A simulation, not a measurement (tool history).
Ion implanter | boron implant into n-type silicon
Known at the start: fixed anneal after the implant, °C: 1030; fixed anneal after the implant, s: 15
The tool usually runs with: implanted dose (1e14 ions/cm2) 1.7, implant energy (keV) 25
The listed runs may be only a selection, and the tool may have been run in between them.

| run | hour | implanted dose (1e14 ions/cm2) | implant energy (keV) | read-back reference wafer on the same gauge, sheet resistance | sheet resistance of the implanted and annealed layer (ohm/square) |
|---|---|---|---|---|---|
| 1 | 0 | 1.7 | 25 | 477.66 | 527.25 |
| 2 | 52.1 | 1.7 | 25 | 477.24 | 525.57 |
| 3 | 113.9 | 1.7 | 25 | 477.19 | 526.57 |
| 4 | 146.5 | 1.7 | 25 | 477.71 | 528.38 |
| 5 | 183.4 | 1.7 | 25 | 476.37 | 529.86 |
| 6 | 254 | 1.7 | 25 | 477.01 | 528.49 |
| 7 | 303.4 | 1.7 | 23 | 476.91 | 530.79 |
| 8 | 335.9 | 1.7 | 25 | 476.85 | 530.91 |
| 9 | 370.6 | 1.7 | 25 | 476.75 | 522.62 |
|  | 505.1 | Faraday cup replaced and dose calibrated |
| 10 | 575.8 | 1.7 | 25 | 477.01 | 512.11 |
| 11 | 642.9 | 1.7 | 25 | 476.28 | 513.26 |
| 12 | 679.6 | 1.9 | 25 | 476.82 | 471.87 |
| 13 | 733.1 | 1.9 | 25 | 476.09 | 472.43 |
| 14 | 778.8 | 1.7 | 25 | 478.07 | 518.95 |
| 15 | 811.8 | 2.01 | 28.5 | 476.84 | 443.84 |
| 16 | 864.1 | 1.37 | 25 | 477.35 | 615.97 |
| 17 | 914 | 1.3 | 29 | 476.95 | 622.78 |
| 18 | 958.5 | 1.21 | 31.5 | 476.71 | 644.92 |
| 19 | 1012.2 | 1.7 | 25 | 477.41 | 517.68 |
| 20 | 1072.4 | 1.7 | 29.5 | 477.78 | 511.03 |
|  | 1093.2 | extraction supply calibrated |
| 21 | 1126.5 | 1.91 | 25 | 475.88 | 474.66 |
| 22 | 1154.4 | 1.7 | 16.5 | 477.45 | 555.3 |
| 23 | 1218.3 | 2.1 | 21 | 476.61 | 454.76 |
| 24 | 1260.6 | 1.45 | 25 | 477.21 | 593.06 |
| 25 | 1298.7 | 1.26 | 19.5 | 477.81 | 690.67 |
|  | 1351.6 | gauge calibrated |
| 26 | 1423.9 | 1.7 | 25 | 476.84 | 525.51 |

Expected results for the next run?
| 27 | 1480.2 | 1.59 | 25 | ? | ? |

{"run 27": {"read-back reference wafer on the same gauge, sheet resistance": 475.33, "sheet resistance of the implanted and annealed layer (ohm/square)": 549.41}}
Without the tool's hidden state the same run would have given sheet resistance of the implanted and annealed layer (ohm/square) 535.31.
